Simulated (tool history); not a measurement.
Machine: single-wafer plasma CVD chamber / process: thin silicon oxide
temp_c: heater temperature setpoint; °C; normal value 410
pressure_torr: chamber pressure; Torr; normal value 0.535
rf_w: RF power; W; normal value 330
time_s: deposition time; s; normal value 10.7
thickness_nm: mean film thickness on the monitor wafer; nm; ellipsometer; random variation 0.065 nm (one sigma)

| run | day | temp_c | pressure_torr | rf_w | time_s | read-back reference wafer on the same gauge, thickness_nm | thickness_nm |
|---|---|---|---|---|---|---|---|
| 1 | 0.000 | 410 | 0.535 | 330 | 10.7 | 12.000 | 12.370 |
| 2 | 1.238 | 410 | 0.535 | 330 | 10.7 | 11.999 | 12.414 |
|  | 1.658 | capacitance manometer re-zeroed and calibrated |
| 3 | 2.292 | 410 | 0.535 | 330 | 10.7 | 11.979 | 13.412 |
| 4 | 3.542 | 410 | 0.597 | 330 | 10.7 | 12.000 | 14.990 |
|  | 3.917 | gauge calibrated |
| 5 | 4.421 | 410 | 0.535 | 330 | 10.7 | 11.995 | 13.546 |
| 6 | 5.354 | 410 | 0.535 | 330 | 10.7 | 12.005 | 13.581 |
| 7 | 6.388 | 410 | 0.535 | 330 | 10.7 | 12.003 | 13.427 |
| 8 | 6.917 | 410 | 0.535 | 330 | 10.7 | 11.993 | 13.425 |
| 9 | 7.842 | 405 | 0.444 | 330 | 10.7 | 12.001 | 11.345 |
| 10 | 8.717 | 410 | 0.535 | 330 | 10.7 | 11.989 | 13.592 |
|  | 9.121 | RF generator calibrated |
| 11 | 9.612 | 420 | 0.535 | 330 | 11.4 | 11.986 | 14.323 |
| 12 | 11.071 | 410 | 0.535 | 330 | 10.7 | 12.008 | 13.430 |
| 13 | 12.354 | 416 | 0.535 | 300 | 10.7 | 11.993 | 12.964 |
| 14 | 13.221 | 404 | 0.535 | 290 | 10.7 | 11.996 | 13.065 |
| 15 | 14.012 | 425 | 0.535 | 330 | 9.8 | 11.986 | 12.138 |
| 16 | 14.696 | 403 | 0.649 | 385 | 10.7 | 12.016 | 16.831 |
| 17 | 15.346 | 410 | 0.535 | 330 | 10.7 | 12.000 | 13.513 |
|  | 15.996 | showerhead replaced |
| 18 | 16.017 | 410 | 0.535 | 330 | 10.7 | 12.000 | 13.445 |
| 19 | 16.542 | 419 | 0.436 | 330 | 10.7 | 12.006 | 10.982 |
| 20 | 17.612 | 399 | 0.650 | 295 | 10.0 | 12.000 | 14.562 |
|  | 18.075 | thermocouple changed; heater temperature recalibrated |
| 21 | 18.542 | 402 | 0.603 | 375 | 12.8 | 12.006 | 18.874 |
| 22 | 19.300 | 406 | 0.617 | 330 | 10.7 | 11.998 | 15.313 |
| 23 | 22.458 | 410 | 0.535 | 330 | 9.8 | 11.999 | 12.271 |
| 24 | 23.233 | 410 | 0.535 | 330 | 8.9 | 11.987 | 11.154 |
| 25 | 24.729 | 410 | 0.486 | 305 | 10.7 | 12.001 | 11.978 |
| 26 | 25.538 | 410 | 0.535 | 330 | 10.7 | 11.996 | 13.383 |
|  | 26.121 | gauge calibrated |
| 27 | 26.579 | 410 | 0.535 | 330 | 10.7 | 12.007 | 13.465 |
| 28 | 28.346 | 422 | 0.535 | 350 | 10.7 | 11.993 | 13.512 |

4 options for the next run, each taken on its own from the tool as it stands now. Forecast them:
| A | 28.362 | 410 | 0.535 | 355 | 10.7 | ? | ? |
| B | 28.362 | 418 | 0.434 | 330 | 10.7 | ? | ? |
| C | 28.362 | 410 | 0.623 | 330 | 12.0 | ? | ? |
| D | 28.362 | 399 | 0.535 | 350 | 10.7 | ? | ? |

| run | read-back reference wafer on the same gauge, thickness_nm | thickness_nm |
|---|---|---|
| A | 12.012 | 13.638 |
| B | 12.012 | 10.895 |
| C | 12.012 | 17.218 |
| D | 12.012 | 13.661 |
With the hidden condition removed and each run's random variation left untouched, the same runs would have given:
| run | thickness_nm |
|---|---|
| A | 13.778 |
| B | 11.015 |
| C | 17.387 |
| D | 13.801 |
